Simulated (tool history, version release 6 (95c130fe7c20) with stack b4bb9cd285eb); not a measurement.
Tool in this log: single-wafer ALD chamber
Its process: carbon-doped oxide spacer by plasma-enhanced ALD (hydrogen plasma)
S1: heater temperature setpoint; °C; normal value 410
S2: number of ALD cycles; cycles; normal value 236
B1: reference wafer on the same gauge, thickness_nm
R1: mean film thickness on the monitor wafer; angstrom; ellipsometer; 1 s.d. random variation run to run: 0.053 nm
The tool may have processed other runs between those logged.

run      day   S1   S2      B1      R1
  1        0  410  248  10.384  112.45
  2    1.912  410  248  10.393  112.52
  3    3.254  410  236  10.387  106.52
  4    4.858  403  236  10.383  109.26
  5       11  403  236  10.363  108.44
  6   12.546  403  236  10.371  108.26
  7   15.046  410  224   10.39  101.26
  8   16.504  410  224  10.372  100.54
  9   19.312  410  224  10.369   101.1
 10   21.367  410  236  10.346  106.12
 11   23.338  413  236  10.344  104.85
 12   24.675  419  213   10.32   91.94
 13    32.15  410  236  10.923  112.83
 14   34.133  410  236  10.894  111.57
 15   37.104  410  236  10.837  110.98
 16   39.558  410  236  10.794  110.65
 17   40.608  410  265  10.828  123.15
 18   43.146  410  265  10.781  122.74
 19   45.575  410  265  10.742  123.87
 20   48.404  410  236  10.733  109.55
 21   49.767  410  236  10.714   110.3
 22   52.525  410  236  10.679  109.84
 23   60.883  410  236   10.64  109.03
 24    62.55  397  236  10.629  112.24
 25   63.562  425  249  10.629  108.76
 26    65.65  420  283  10.601  125.58
 27    67.85  398  203  10.614   95.64
 28   70.821  414  193  10.587   87.41
 29   73.075  410  236  10.574  108.26
 30   78.421  425  273  10.539  118.86
 31   80.571  403  278  10.533  130.08
 32   81.604  399  236  10.517  111.11
 33   83.629  410  236  10.495  107.73
 34   85.579  410  236  10.522  107.08
 35   88.425  410  236  10.489  108.06
 36   90.308  410  257  10.505  116.68
 37   92.246  419  213  10.505   94.02
 38   94.871  402  254  10.498  119.45
 39   97.333  419  204  10.467   89.36
 40   98.796  416  236  10.481  105.02
 41  101.529  410  236  10.477   107.7
 42  104.246  425  192  10.459   83.19
 43  106.821  410  196  10.446   88.75
 44  108.479  414  193   10.47   87.04
 45  114.471  410  236   10.46  106.08
 46  116.625  410  203  10.434   91.91
 47  117.867  404  214  10.432   99.22

Removed from this log: 2 entries logged between the listed runs. Between which two listed runs does each belong, and how does the tool's hidden state at the listed run before it compare with that at the listed run after it?
After run 12, before run 13: gauge calibrated (day 30.212)
  gauge reads high (%): -5.07 -> 0.0924
  the result without the hidden state subtracted from the measured one, R1: -4.91 -> +0.11 angstrom
After run 21, before run 22: thermocouple changed; heater temperature recalibrated (day 50.721)
  gauge reads high (%): -1.71 -> -1.92
  the result without the hidden state subtracted from the measured one, R1: -1.91 -> -2.15 angstrom

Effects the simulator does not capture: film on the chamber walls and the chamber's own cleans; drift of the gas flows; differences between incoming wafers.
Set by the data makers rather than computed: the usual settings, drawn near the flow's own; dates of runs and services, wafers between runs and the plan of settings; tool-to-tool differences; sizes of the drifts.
